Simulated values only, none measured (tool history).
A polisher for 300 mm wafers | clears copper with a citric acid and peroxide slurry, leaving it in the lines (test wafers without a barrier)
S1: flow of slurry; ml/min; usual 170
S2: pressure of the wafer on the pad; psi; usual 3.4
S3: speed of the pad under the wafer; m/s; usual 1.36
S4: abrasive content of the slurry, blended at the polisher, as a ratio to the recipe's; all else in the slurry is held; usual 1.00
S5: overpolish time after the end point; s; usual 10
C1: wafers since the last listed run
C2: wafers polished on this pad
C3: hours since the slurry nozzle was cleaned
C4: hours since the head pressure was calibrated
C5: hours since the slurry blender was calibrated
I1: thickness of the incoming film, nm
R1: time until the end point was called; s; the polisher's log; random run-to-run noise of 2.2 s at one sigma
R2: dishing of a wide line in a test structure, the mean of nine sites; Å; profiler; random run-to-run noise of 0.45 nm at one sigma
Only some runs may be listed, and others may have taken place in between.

| run | day | S1 | S2 | S3 | S4 | S5 | C1 | C2 | C3 | C4 | C5 | I1 | R1 | R2 |
|---|---|---|---|---|---|---|---|---|---|---|---|---|---|---|
| 1 | 0.000 | 170 | 3.4 | 1.36 | 1.00 | 10 | 0 | 681 | 639.0 | 398.4 | 215.7 | 436.3 | 167.4 | 172 |
|  | 0.625 | worn pad replaced by a new one, of another model than before |
| 2 | 0.742 | 170 | 3.4 | 1.36 | 1.00 | 7 | 60 | 12 | 656.8 | 416.2 | 233.5 | 434.0 | 183.8 | 111 |
| 3 | 1.092 | 170 | 3.4 | 1.36 | 1.00 | 7 | 36 | 48 | 665.2 | 424.6 | 241.9 | 433.6 | 181.4 | 114 |
| 4 | 1.400 | 170 | 3.4 | 1.62 | 1.00 | 10 | 32 | 81 | 672.6 | 432.0 | 249.3 | 438.4 | 160.1 | 178 |
| 5 | 2.112 | 170 | 2.6 | 1.36 | 1.00 | 7 | 74 | 155 | 689.7 | 449.1 | 266.4 | 435.5 | 209.1 | 101 |
|  | 2.196 | slurry blender recalibrated |
| 6 | 2.592 | 170 | 2.6 | 1.36 | 1.00 | 7 | 41 | 196 | 701.2 | 460.6 | 9.5 | 441.2 | 211.8 | 101 |
| 7 | 2.992 | 170 | 3.4 | 1.74 | 1.15 | 10 | 41 | 238 | 710.8 | 470.2 | 19.1 | 439.5 | 150.8 | 188 |
| 8 | 3.688 | 170 | 3.4 | 1.36 | 1.00 | 10 | 72 | 311 | 727.5 | 486.9 | 35.8 | 438.0 | 190.2 | 158 |
| 9 | 4.646 | 170 | 3.9 | 1.36 | 1.25 | 6 | 100 | 411 | 750.5 | 509.9 | 58.8 | 437.6 | 168.7 | 107 |
| 10 | 5.000 | 195 | 2.6 | 1.04 | 1.00 | 6 | 37 | 448 | 759.0 | 518.4 | 67.3 | 445.6 | 250.4 | 75 |
| 11 | 5.508 | 170 | 3.4 | 1.50 | 1.00 | 10 | 53 | 501 | 771.2 | 530.6 | 79.5 | 438.6 | 181.2 | 154 |
| 12 | 6.250 | 170 | 2.8 | 1.36 | 1.20 | 10 | 77 | 579 | 789.0 | 548.4 | 97.3 | 441.7 | 213.9 | 143 |
|  | 6.671 | slurry nozzle cleaned |
|  | 6.896 | head pressure recalibrated |
| 13 | 6.917 | 125 | 3.4 | 1.12 | 1.20 | 8 | 56 | 635 | 5.9 | 0.5 | 113.3 | 430.1 | 193.3 | 129 |
|  | 7.392 | worn pad replaced by a new one |
| 14 | 7.638 | 170 | 3.8 | 1.52 | 1.10 | 10 | 57 | 25 | 23.2 | 17.8 | 130.6 | 436.4 | 132.5 | 208 |
| 15 | 8.250 | 170 | 2.2 | 1.36 | 1.00 | 8 | 64 | 89 | 37.9 | 32.5 | 145.3 | 436.3 | 193.1 | 128 |
| 16 | 8.625 | 170 | 3.8 | 1.52 | 1.10 | 10 | 39 | 129 | 46.9 | 41.5 | 154.3 | 440.1 | 137.9 | 196 |
| 17 | 9.200 | 195 | 2.4 | 1.36 | 1.15 | 8 | 60 | 189 | 60.7 | 55.3 | 168.1 | 435.1 | 174.6 | 140 |
| 18 | 9.529 | 170 | 3.4 | 1.36 | 1.00 | 10 | 34 | 223 | 68.6 | 63.2 | 176.0 | 444.5 | 157.2 | 181 |
| 19 | 10.112 | 170 | 3.4 | 1.70 | 1.00 | 7 | 60 | 284 | 82.6 | 77.2 | 190.0 | 441.9 | 136.1 | 151 |
| 20 | 10.725 | 170 | 3.4 | 1.36 | 1.00 | 10 | 64 | 348 | 97.3 | 91.9 | 204.7 | 435.1 | 154.1 | 180 |
| 21 | 11.117 | 170 | 3.4 | 1.36 | 1.00 | 10 | 40 | 389 | 106.7 | 101.3 | 214.1 | 445.5 | 162.6 | 176 |
| 22 | 11.721 | 170 | 2.6 | 1.36 | 1.00 | 7 | 63 | 452 | 121.2 | 115.8 | 228.6 | 435.7 | 183.3 | 112 |
| 23 | 12.017 | 170 | 2.6 | 1.36 | 1.00 | 7 | 30 | 483 | 128.3 | 122.9 | 235.7 | 439.8 | 181.4 | 117 |
| 24 | 12.462 | 130 | 3.4 | 0.92 | 1.00 | 10 | 46 | 530 | 139.0 | 133.6 | 246.4 | 438.4 | 234.1 | 127 |
| 25 | 12.938 | 170 | 3.4 | 1.36 | 1.00 | 10 | 49 | 579 | 150.4 | 145.0 | 257.8 | 438.5 | 160.3 | 173 |
|  | 13.108 | slurry blender recalibrated |
| 26 | 13.425 | 125 | 3.4 | 1.36 | 1.00 | 10 | 42 | 621 | 162.1 | 156.7 | 7.6 | 443.4 | 183.5 | 156 |
|  | 14.717 | worn pad replaced by a new one |
| 27 | 14.754 | 170 | 4.1 | 1.36 | 1.10 | 10 | 121 | 4 | 194.0 | 188.6 | 39.5 | 439.9 | 143.5 | 197 |

Alternative continuations, all from the tool just after run 27; predict every row:
| A | 14.775 | 170 | 3.4 | 1.36 | 1.00 | 10 | 2 | 6 | 194.5 | 189.1 | 40.0 | 442.9 | ? | ? |
| B | 14.775 | 140 | 3.4 | 1.36 | 1.00 | 10 | 2 | 6 | 194.5 | 189.1 | 40.0 | 442.9 | ? | ? |
| C | 14.775 | 170 | 3.4 | 1.00 | 0.75 | 12 | 2 | 6 | 194.5 | 189.1 | 40.0 | 442.9 | ? | ? |
| D | 14.775 | 200 | 3.4 | 1.62 | 0.85 | 10 | 2 | 6 | 194.5 | 189.1 | 40.0 | 442.9 | ? | ? |
| E | 14.775 | 170 | 4.2 | 1.62 | 1.00 | 10 | 2 | 6 | 194.5 | 189.1 | 40.0 | 442.9 | ? | ? |

| run | R1 | R2 |
|---|---|---|
| A | 159.4 | 180 |
| B | 171.5 | 169 |
| C | 209.9 | 166 |
| D | 139.0 | 203 |
| E | 124.9 | 223 |
With no hidden state in the tool, these same runs would have given:
| run | R1 | R2 |
|---|---|---|
| A | 151.9 | 188 |
| B | 160.8 | 179 |
| C | 200.0 | 173 |
| D | 133.7 | 210 |
| E | 119.0 | 233 |
